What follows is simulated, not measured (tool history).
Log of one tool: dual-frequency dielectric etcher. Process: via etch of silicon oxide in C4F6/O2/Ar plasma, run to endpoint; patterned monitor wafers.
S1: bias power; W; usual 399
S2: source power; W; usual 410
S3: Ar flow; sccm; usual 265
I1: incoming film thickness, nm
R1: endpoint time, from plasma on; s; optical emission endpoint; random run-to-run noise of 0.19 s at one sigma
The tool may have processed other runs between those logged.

Run 1, hour 0: usual settings but S3 298 sccm; I1 177.6. Result: R1 41.3 s.
Run 2, hour 34.3: usual settings but S3 298 sccm; I1 176.5. Result: R1 41 s.
Run 3, hour 68.6: usual settings; I1 176.4. Result: R1 40.6 s.
Run 4, hour 109.8: usual settings but S1 371 W; I1 179. Result: R1 42.8 s.
At hour 212.8: wet clean of the chamber, repeated, since the last time left the tool worse.
Run 5, hour 242.7: usual settings but S1 321 W; I1 176. Result: R1 49.1 s.
Run 6, hour 275.5: usual settings but S1 321 W; I1 176.5. Result: R1 48.8 s.
Run 7, hour 408.9: usual settings but S2 430 W; I1 177.9. Result: R1 42.2 s.
Run 8, hour 474.8: usual settings; I1 177.1. Result: R1 42.8 s.
Run 9, hour 542.6: usual settings; I1 177.6. Result: R1 42.7 s.
At hour 580.1: Ar flow controller replaced.
At hour 582.5: source power generator calibrated.
Run 10, hour 597.2: usual settings; I1 177.9. Result: R1 42.5 s.
Run 11, hour 639.8: usual settings; I1 178.3. Result: R1 42.5 s.
Run 12, hour 692.6: usual settings; I1 175.9. Result: R1 41.8 s.
Run 13, hour 730.9: usual settings but S2 360 W; I1 176.8. Result: R1 43.9 s.
At hour 802.1: upper electrode replaced.
At hour 808.6: wet clean of the chamber.
Run 14, hour 809.1: usual settings; I1 176.3. Result: R1 43.4 s.
Run 15, hour 851.5: usual settings but S1 458 W, S2 330 W; I1 177. Result: R1 43.1 s.
Run 16, hour 1010.1: usual settings; I1 177.9. Result: R1 43 s.
At hour 1017: bias power generator calibrated.
Run 17, hour 1079: usual settings but S2 500 W; I1 178.4. Result: R1 39.7 s.
Run 18, hour 1105.2: usual settings but S1 309 W, S2 470 W; I1 174.4. Result: R1 46.5 s.
Run 19, hour 1172.5: usual settings but S1 448 W, S2 470 W, S3 326 sccm; I1 175. Result: R1 38.5 s.
Run 20, hour 1234.2: usual settings but S1 433 W; I1 176.3. Result: R1 40.1 s.
Run 21, hour 1288.4: usual settings but S1 356 W; I1 176.5. Result: R1 44.8 s.
Run 22, hour 1343.2: usual settings but S1 484 W, S2 370 W, S3 307 sccm; I1 176.2. Result: R1 39.9 s.
Run 23, hour 1377.9: usual settings but S1 458 W, S2 330 W; I1 176.5. Result: R1 41.7 s.
At hour 1402.9: wet clean of the chamber.
Run 24, hour 1426.6: usual settings but S1 373 W; I1 177.5. Result: R1 45.2 s.
Run 25, hour 1475.1: usual settings but S1 373 W, S2 370 W, S3 299 sccm; I1 177.1. Result: R1 47.4 s.
Run 26, hour 1510.4: usual settings but S1 464 W; I1 179. Result: R1 39.6 s.
Run 27, hour 1568.5: usual settings; I1 176.9. Result: R1 42.6 s.
Run 28, hour 1592.7: usual settings but S1 467 W; I1 174.9. Result: R1 38.4 s.

Here are 5 independent what-if runs from the current tool condition. What would each one return?
Run A, hour 1593.1: usual settings; I1 176.3. Result: R1 ?.
Run B, hour 1593.1: usual settings but S1 320 W, S2 440 W; I1 176.3. Result: R1 ?.
Run C, hour 1593.1: usual settings but S3 200 sccm; I1 176.3. Result: R1 ?.
Run D, hour 1593.1: usual settings but S1 457 W, S2 370 W, S3 296 sccm; I1 176.3. Result: R1 ?.
Run E, hour 1593.1: usual settings but S1 492 W, S2 460 W; I1 176.3. Result: R1 ?.

run    R1
  A  42.7
  B  47.6
  C  40.7
  D  41.8
  E  36.5
The same runs, with their run-to-run variation unchanged, on a tool lacking any hidden condition would have given:
run    R1
  A  43.1
  B    48
  C  41.1
  D  42.2
  E  36.8
